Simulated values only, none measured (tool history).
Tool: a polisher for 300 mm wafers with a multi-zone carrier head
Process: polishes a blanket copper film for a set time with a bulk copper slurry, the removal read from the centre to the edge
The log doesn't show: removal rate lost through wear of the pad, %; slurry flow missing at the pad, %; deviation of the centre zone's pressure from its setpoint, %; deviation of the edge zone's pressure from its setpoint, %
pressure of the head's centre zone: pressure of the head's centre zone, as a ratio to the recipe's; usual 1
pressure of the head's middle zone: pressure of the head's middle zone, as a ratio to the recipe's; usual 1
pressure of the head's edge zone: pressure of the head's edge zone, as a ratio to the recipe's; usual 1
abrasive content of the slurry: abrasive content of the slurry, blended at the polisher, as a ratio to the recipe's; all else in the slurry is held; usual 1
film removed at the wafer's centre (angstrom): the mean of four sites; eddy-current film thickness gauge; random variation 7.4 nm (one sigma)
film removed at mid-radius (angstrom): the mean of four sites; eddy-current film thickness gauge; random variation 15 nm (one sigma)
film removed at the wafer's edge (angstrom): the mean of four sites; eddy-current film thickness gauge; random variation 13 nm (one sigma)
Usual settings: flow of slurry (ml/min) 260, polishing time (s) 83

| run | hour | flow of slurry (ml/min) | pressure of the head's centre zone | pressure of the head's middle zone | pressure of the head's edge zone | abrasive content of the slurry | polishing time (s) | wafers since the last listed run | wafers polished on this pad | hours since the slurry nozzle was cleaned | hours since the centre zone pressure was calibrated | hours since the edge zone pressure was calibrated | hours since the carrier head's membrane was replaced | incoming thickness of the incoming film, nm | film removed at the wafer's centre (angstrom) | film removed at mid-radius (angstrom) | film removed at the wafer's edge (angstrom) |
|---|---|---|---|---|---|---|---|---|---|---|---|---|---|---|---|---|---|
| 1 | 0 | 260 | 1 | 1 | 1 | 1 | 83 | 0 | 1035 | 103.3 | 310.3 | 507.8 | 492.3 | 3590.3 | 10233 | 10236 | 10012 |
| 2 | 70.7 | 260 | 1 | 1 | 1 | 1 | 83 | 419 | 1455 | 174 | 381 | 578.5 | 563 | 3518.6 | 9983 | 10068 | 9729 |
|  | 126.2 | worn pad replaced by a new one |
| 3 | 147.9 | 260 | 1 | 1 | 1 | 1 | 83 | 434 | 128 | 251.2 | 458.2 | 655.7 | 640.2 | 3511.1 | 10435 | 10209 | 10377 |
|  | 162.7 | carrier head's membrane replaced by a new one |
| 4 | 224.2 | 260 | 1 | 1 | 1.04 | 1 | 92 | 422 | 551 | 327.5 | 534.5 | 732 | 61.5 | 3480.6 | 11282 | 11466 | 11474 |
| 5 | 300.6 | 260 | 1 | 1 | 1 | 1 | 83 | 453 | 1004 | 403.9 | 610.9 | 808.4 | 137.9 | 3561.7 | 10180 | 10150 | 10214 |
| 6 | 397.7 | 260 | 1 | 1 | 1 | 1 | 83 | 575 | 1580 | 501 | 708 | 905.5 | 235 | 3491.8 | 9912 | 9940 | 9856 |
|  | 402 | worn pad replaced by a new one |
|  | 450.4 | slurry nozzle cleaned |
| 7 | 451.3 | 260 | 1 | 1 | 1 | 1 | 83 | 288 | 286 | 0.9 | 761.6 | 959.1 | 288.6 | 3538.3 | 10283 | 10279 | 10262 |
| 8 | 514.1 | 260 | 1 | 0.91 | 1 | 1 | 83 | 372 | 658 | 63.7 | 824.4 | 1021.9 | 351.4 | 3612 | 10266 | 9537 | 10218 |
| 9 | 589.8 | 260 | 1 | 0.91 | 1 | 1 | 83 | 448 | 1107 | 139.4 | 900.1 | 1097.6 | 427.1 | 3530.9 | 10077 | 9243 | 10009 |
|  | 665.3 | centre zone pressure recalibrated |
|  | 726 | worn pad replaced by a new one |
|  | 739.2 | carrier head's membrane replaced by a new one |
| 10 | 739.7 | 260 | 1.07 | 1.08 | 1 | 1.25 | 83 | 823 | 51 | 289.3 | 74.4 | 1247.5 | 0.5 | 3556.7 | 11624 | 11917 | 10777 |
|  | 785.1 | edge zone pressure recalibrated |
| 11 | 786.4 | 260 | 1 | 0.94 | 1 | 1.2 | 83 | 265 | 316 | 336 | 121.1 | 1.3 | 47.2 | 3549 | 10839 | 10190 | 10831 |
| 12 | 872.2 | 210 | 0.88 | 1 | 1 | 1.2 | 95 | 508 | 825 | 421.8 | 206.9 | 87.1 | 133 | 3596.6 | 10499 | 11915 | 11755 |
| 13 | 956.1 | 260 | 1 | 1.1 | 1 | 1.15 | 83 | 497 | 1322 | 505.7 | 290.8 | 171 | 216.9 | 3569.8 | 10501 | 11516 | 10257 |
|  | 1008.5 | slurry nozzle cleaned |
| 14 | 1027.6 | 260 | 1 | 1 | 1 | 1 | 93 | 418 | 1741 | 19.1 | 362.3 | 242.5 | 288.4 | 3556.7 | 11064 | 11223 | 11048 |
|  | 1049 | worn pad replaced by a new one |
| 15 | 1112 | 260 | 1 | 1 | 1.1 | 0.9 | 83 | 476 | 373 | 103.5 | 446.7 | 326.9 | 372.8 | 3596.6 | 10081 | 10326 | 10405 |
| 16 | 1179 | 260 | 1.11 | 0.92 | 0.95 | 1 | 83 | 397 | 770 | 170.5 | 513.7 | 393.9 | 439.8 | 3560.8 | 11081 | 9881 | 10012 |
| 17 | 1236.1 | 260 | 1 | 1 | 1 | 1 | 83 | 338 | 1109 | 227.6 | 570.8 | 451 | 496.9 | 3593.9 | 10165 | 10279 | 10306 |
| 18 | 1323.9 | 180 | 1 | 1 | 1.08 | 1 | 83 | 520 | 1630 | 315.4 | 658.6 | 538.8 | 584.7 | 3545.9 | 9327 | 9409 | 9782 |
|  | 1362.8 | worn pad replaced by a new one |
|  | 1402.2 | carrier head's membrane replaced by a new one |
|  | 1485.2 | slurry nozzle cleaned |
|  | 1552.2 | centre zone pressure recalibrated |
| 19 | 1602.5 | 260 | 1 | 1 | 1 | 1 | 83 | 1580 | 1374 | 117.3 | 50.3 | 817.4 | 200.3 | 3552 | 10019 | 9865 | 10055 |

3 ways to go on from here, each from the tool as it stands after run 19. What would each give?
| A | 1602.9 | 260 | 1 | 1 | 1 | 1 | 62 | 2 | 1376 | 117.7 | 50.7 | 817.8 | 200.7 | 3589.1 | ? | ? | ? |
| B | 1602.9 | 260 | 0.89 | 1 | 1.04 | 1 | 74 | 2 | 1376 | 117.7 | 50.7 | 817.8 | 200.7 | 3589.1 | ? | ? | ? |
| C | 1602.9 | 180 | 0.94 | 1 | 1 | 1 | 83 | 2 | 1376 | 117.7 | 50.7 | 817.8 | 200.7 | 3589.1 | ? | ? | ? |

| run | film removed at the wafer's centre (angstrom) | film removed at mid-radius (angstrom) | film removed at the wafer's edge (angstrom) |
|---|---|---|---|
| A | 7439 | 7543 | 7466 |
| B | 8068 | 9006 | 9083 |
| C | 8942 | 9598 | 9621 |
Without the tool's hidden state the same runs would have given:
| run | film removed at the wafer's centre (angstrom) | film removed at mid-radius (angstrom) | film removed at the wafer's edge (angstrom) |
|---|---|---|---|
| A | 7803 | 7912 | 7832 |
| B | 8463 | 9447 | 9528 |
| C | 9380 | 10068 | 10092 |

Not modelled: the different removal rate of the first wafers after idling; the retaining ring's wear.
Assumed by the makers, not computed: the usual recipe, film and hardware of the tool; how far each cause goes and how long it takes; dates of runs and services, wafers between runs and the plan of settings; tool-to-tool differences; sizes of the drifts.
